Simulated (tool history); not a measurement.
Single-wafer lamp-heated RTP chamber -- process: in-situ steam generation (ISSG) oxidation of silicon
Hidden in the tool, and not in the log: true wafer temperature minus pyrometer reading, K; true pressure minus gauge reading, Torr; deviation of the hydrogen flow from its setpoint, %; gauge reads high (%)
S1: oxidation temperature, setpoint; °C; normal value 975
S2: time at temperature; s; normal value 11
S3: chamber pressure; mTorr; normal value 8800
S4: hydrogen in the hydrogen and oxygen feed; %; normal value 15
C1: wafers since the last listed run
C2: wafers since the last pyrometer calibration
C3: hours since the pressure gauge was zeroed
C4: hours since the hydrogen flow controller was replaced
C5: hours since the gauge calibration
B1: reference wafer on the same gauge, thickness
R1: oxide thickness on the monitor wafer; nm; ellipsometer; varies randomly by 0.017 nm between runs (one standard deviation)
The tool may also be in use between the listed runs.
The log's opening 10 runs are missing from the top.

run	day	S1	S2	S3	S4	C1	C2	C3	C4	C5	B1	R1
11	20.15	975	9	8800	15	417	2537	2580.4	4440.8	1441	3.871	3.439
12	21.462	975	11	8500	15	381	2919	2611.9	4472.3	1472.5	3.868	3.748
# day 24.317: hydrogen flow controller replaced
13	24.338	975	11	8500	15	738	3657	2680.9	0.5	1541.5	3.865	3.736
# day 24.85: gauge calibrated
14	26.217	968	11	8800	15	545	4203	2726	45.6	32.8	3.869	3.673
# day 27.579: pyrometer window cleaned and pyrometer calibrated
15	27.6	975	11	8800	15	305	5	2759.2	78.8	66	3.872	3.704
16	29.408	975	11	8800	15	525	530	2802.6	122.2	109.4	3.872	3.727
17	31.458	975	13	8800	15	595	1126	2851.8	171.4	158.6	3.874	3.99
18	33.638	975	11	8800	15	633	1759	2904.1	223.7	210.9	3.867	3.743
19	35.558	975	11	8800	15	558	2317	2950.2	269.8	257	3.87	3.706
20	38.412	975	11	9500	15	829	3146	3018.7	338.3	325.5	3.872	3.724
21	40.296	959	15	8800	11	547	3693	3063.9	383.5	370.7	3.867	3.774
# day 41.05: pressure gauge zeroed
22	42.033	989	14	8800	11	407	4101	23.6	425.2	412.4	3.872	4.007
23	44.146	960	11	7300	11	613	4715	74.3	475.9	463.1	3.868	3.342
24	46.092	975	9	10200	15	565	5280	121	522.6	509.8	3.868	3.361
# day 47.25: pyrometer window cleaned and pyrometer calibrated
25	47.988	993	11	8000	15	453	214	166.5	568.1	555.3	3.867	3.918
26	49.7	985	12	7900	12	497	711	207.6	609.2	596.4	3.872	3.783
27	51.362	975	7	7600	11	482	1194	247.5	649.1	636.3	3.871	2.9
28	53.858	975	14	9400	20	725	1919	307.4	709	696.2	3.873	4.379
29	55.329	975	11	8800	15	427	2347	342.7	744.3	731.5	3.871	3.738
30	56.946	989	7	9400	22	469	2816	381.5	783.1	770.3	3.868	3.522
31	59.221	975	7	8800	12	660	3477	436.1	837.7	824.9	3.869	2.943
32	61.112	975	11	8800	24	549	4027	481.5	883.1	870.3	3.872	4.178

3 ways to go on from here, each from the tool as it stands after run 32. What would each give?
A	61.129	975	11	8800	11	4	4032	481.9	883.5	870.7	?	?
B	61.129	968	13	8800	15	4	4032	481.9	883.5	870.7	?	?
C	61.129	959	11	8800	15	4	4032	481.9	883.5	870.7	?	?

run	B1	R1
A	3.872	3.464
B	3.872	3.899
C	3.872	3.564
Without the tool's hidden state the same runs would have given:
run	R1
A	3.464
B	3.899
C	3.564

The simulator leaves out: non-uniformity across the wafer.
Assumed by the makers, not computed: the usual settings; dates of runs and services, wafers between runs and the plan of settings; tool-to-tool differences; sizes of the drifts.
